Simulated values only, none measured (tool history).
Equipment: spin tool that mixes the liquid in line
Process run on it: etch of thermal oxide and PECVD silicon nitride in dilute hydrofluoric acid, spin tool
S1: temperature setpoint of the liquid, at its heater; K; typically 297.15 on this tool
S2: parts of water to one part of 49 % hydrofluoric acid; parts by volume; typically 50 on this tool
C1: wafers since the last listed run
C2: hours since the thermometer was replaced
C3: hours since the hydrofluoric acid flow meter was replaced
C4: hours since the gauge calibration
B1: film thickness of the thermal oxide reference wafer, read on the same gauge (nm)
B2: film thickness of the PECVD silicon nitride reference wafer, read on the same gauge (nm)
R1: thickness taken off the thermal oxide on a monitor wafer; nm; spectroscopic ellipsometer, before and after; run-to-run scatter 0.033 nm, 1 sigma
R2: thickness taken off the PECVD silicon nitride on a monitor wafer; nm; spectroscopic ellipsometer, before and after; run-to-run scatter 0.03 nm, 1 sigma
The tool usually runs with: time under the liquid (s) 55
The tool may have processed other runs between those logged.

Run 1, hour 0.0: usual settings; C1 0; C2 1615.4; C3 1531.7; C4 890.1; B1 70.00; B2 80.011. Result: R1 5.74 nm, R2 3.838 nm.
Run 2, hour 45.7: usual settings but S1 294.65 K; C1 356; C2 1661.1; C3 1577.4; C4 935.8; B1 70.00; B2 80.010. Result: R1 5.17 nm, R2 3.224 nm.
Run 3, hour 206.6: usual settings but S1 294.65 K; C1 1253; C2 1822.0; C3 1738.3; C4 1096.7; B1 70.01; B2 80.016. Result: R1 5.09 nm, R2 3.197 nm.
Run 4, hour 252.1: usual settings; C1 354; C2 1867.5; C3 1783.8; C4 1142.2; B1 69.99; B2 80.019. Result: R1 5.65 nm, R2 3.771 nm.
Run 5, hour 315.7: usual settings; C1 495; C2 1931.1; C3 1847.4; C4 1205.8; B1 70.00; B2 80.021. Result: R1 5.64 nm, R2 3.806 nm.
Run 6, hour 343.8: usual settings; C1 218; C2 1959.2; C3 1875.5; C4 1233.9; B1 70.01; B2 79.980. Result: R1 5.66 nm, R2 3.783 nm.
Run 7, hour 379.5: usual settings; C1 278; C2 1994.9; C3 1911.2; C4 1269.6; B1 69.98; B2 79.978. Result: R1 5.64 nm, R2 3.766 nm.
Run 8, hour 419.9: usual settings but S2 70 parts by volume, time under the liquid (s) 75; C1 314; C2 2035.3; C3 1951.6; C4 1310.0; B1 69.98; B2 80.005. Result: R1 5.42 nm, R2 3.665 nm.
Run 9, hour 458.8: usual settings; C1 303; C2 2074.2; C3 1990.5; C4 1348.9; B1 70.02; B2 80.004. Result: R1 5.73 nm, R2 3.793 nm.
At hour 499.4: thermometer replaced.
Run 10, hour 499.9: usual settings but S1 300.15 K; C1 312; C2 0.5; C3 2031.6; C4 1390.0; B1 70.00; B2 79.999. Result: R1 6.68 nm, R2 5.012 nm.
Run 11, hour 551.5: usual settings; C1 402; C2 52.1; C3 2083.2; C4 1441.6; B1 70.00; B2 80.045. Result: R1 5.94 nm, R2 4.086 nm.
Run 12, hour 616.9: usual settings; C1 509; C2 117.5; C3 2148.6; C4 1507.0; B1 70.00; B2 80.020. Result: R1 5.91 nm, R2 4.086 nm.
At hour 636.7: hydrofluoric acid flow meter replaced.
Run 13, hour 642.2: usual settings but S2 60 parts by volume; C1 189; C2 142.8; C3 5.5; C4 1532.3; B1 70.00; B2 80.018. Result: R1 4.90 nm, R2 3.432 nm.
Run 14, hour 681.7: usual settings but S1 302.15 K, S2 40 parts by volume; C1 307; C2 182.3; C3 45.0; C4 1571.8; B1 69.99; B2 80.009. Result: R1 9.18 nm, R2 6.952 nm.
Run 15, hour 752.6: usual settings but S1 299.65 K, time under the liquid (s) 40; C1 552; C2 253.2; C3 115.9; C4 1642.7; B1 69.99; B2 79.982. Result: R1 4.73 nm, R2 3.508 nm.
Run 16, hour 776.9: usual settings but S1 294.65 K, S2 55 parts by volume, time under the liquid (s) 45; C1 189; C2 277.5; C3 140.2; C4 1667.0; B1 69.99; B2 79.983. Result: R1 3.95 nm, R2 2.582 nm.
At hour 826.4: gauge calibrated.
Run 17, hour 847.5: usual settings but S1 300.15 K, S2 25 parts by volume; C1 550; C2 348.1; C3 210.8; C4 21.1; B1 69.98; B2 80.030. Result: R1 13.76 nm, R2 9.864 nm.
Run 18, hour 872.4: usual settings but S1 293.15 K; C1 193; C2 373.0; C3 235.7; C4 46.0; B1 70.00; B2 79.995. Result: R1 4.99 nm, R2 3.100 nm.
Run 19, hour 917.8: usual settings but S1 294.65 K, S2 30 parts by volume; C1 353; C2 418.4; C3 281.1; C4 91.4; B1 69.99; B2 79.999. Result: R1 9.04 nm, R2 5.542 nm.
Run 20, hour 947.9: usual settings but time under the liquid (s) 45; C1 234; C2 448.5; C3 311.2; C4 121.5; B1 70.02; B2 80.009. Result: R1 4.85 nm, R2 3.261 nm.
Run 21, hour 993.5: usual settings but S1 301.65 K, S2 35 parts by volume, time under the liquid (s) 25; C1 355; C2 494.1; C3 356.8; C4 167.1; B1 69.97; B2 80.005. Result: R1 4.68 nm, R2 3.460 nm.
Run 22, hour 1023.6: usual settings; C1 234; C2 524.2; C3 386.9; C4 197.2; B1 70.01; B2 79.999. Result: R1 5.87 nm, R2 4.020 nm.
Run 23, hour 1062.1: usual settings but S2 30 parts by volume, time under the liquid (s) 40; C1 299; C2 562.7; C3 425.4; C4 235.7; B1 70.02; B2 80.008. Result: R1 7.32 nm, R2 4.753 nm.
Run 24, hour 1132.3: usual settings but S2 35 parts by volume, time under the liquid (s) 85; C1 546; C2 632.9; C3 495.6; C4 305.9; B1 69.99; B2 79.981. Result: R1 13.17 nm, R2 8.738 nm.
Run 25, hour 1287.6: usual settings but S1 295.65 K, S2 65 parts by volume, time under the liquid (s) 45; C1 1209; C2 788.2; C3 650.9; C4 461.2; B1 69.98; B2 80.016. Result: R1 3.38 nm, R2 2.287 nm.

5 options for the next run, each taken on its own from the tool as it stands now. Forecast them:
Run A, hour 1288.0: usual settings but time under the liquid (s) 30; C1 3; C2 788.6; C3 651.3; C4 461.6; B1 ?; B2 ?. Result: R1 ?, R2 ?.
Run B, hour 1288.0: usual settings but S2 60 parts by volume, time under the liquid (s) 30; C1 3; C2 788.6; C3 651.3; C4 461.6; B1 ?; B2 ?. Result: R1 ?, R2 ?.
Run C, hour 1288.0: usual settings but S1 299.15 K; C1 3; C2 788.6; C3 651.3; C4 461.6; B1 ?; B2 ?. Result: R1 ?, R2 ?.
Run D, hour 1288.0: usual settings but S1 302.15 K, time under the liquid (s) 25; C1 3; C2 788.6; C3 651.3; C4 461.6; B1 ?; B2 ?. Result: R1 ?, R2 ?.
Run E, hour 1288.0: usual settings but S2 70 parts by volume, time under the liquid (s) 30; C1 3; C2 788.6; C3 651.3; C4 461.6; B1 ?; B2 ?. Result: R1 ?, R2 ?.

run     B1      B2    R1     R2
  A  70.01  79.984  3.22  2.166
  B  70.01  79.984  2.65  1.812
  C  70.01  79.984  6.41  4.543
  D  70.01  79.984  3.29  2.517
  E  70.01  79.984  2.24  1.558
With the hidden condition removed and each run's random variation left untouched, the same runs would have given:
run    R1     R2
  A  3.29  2.245
  B  2.71  1.878
  C  6.55  4.706
  D  3.36  2.605
  E  2.29  1.614
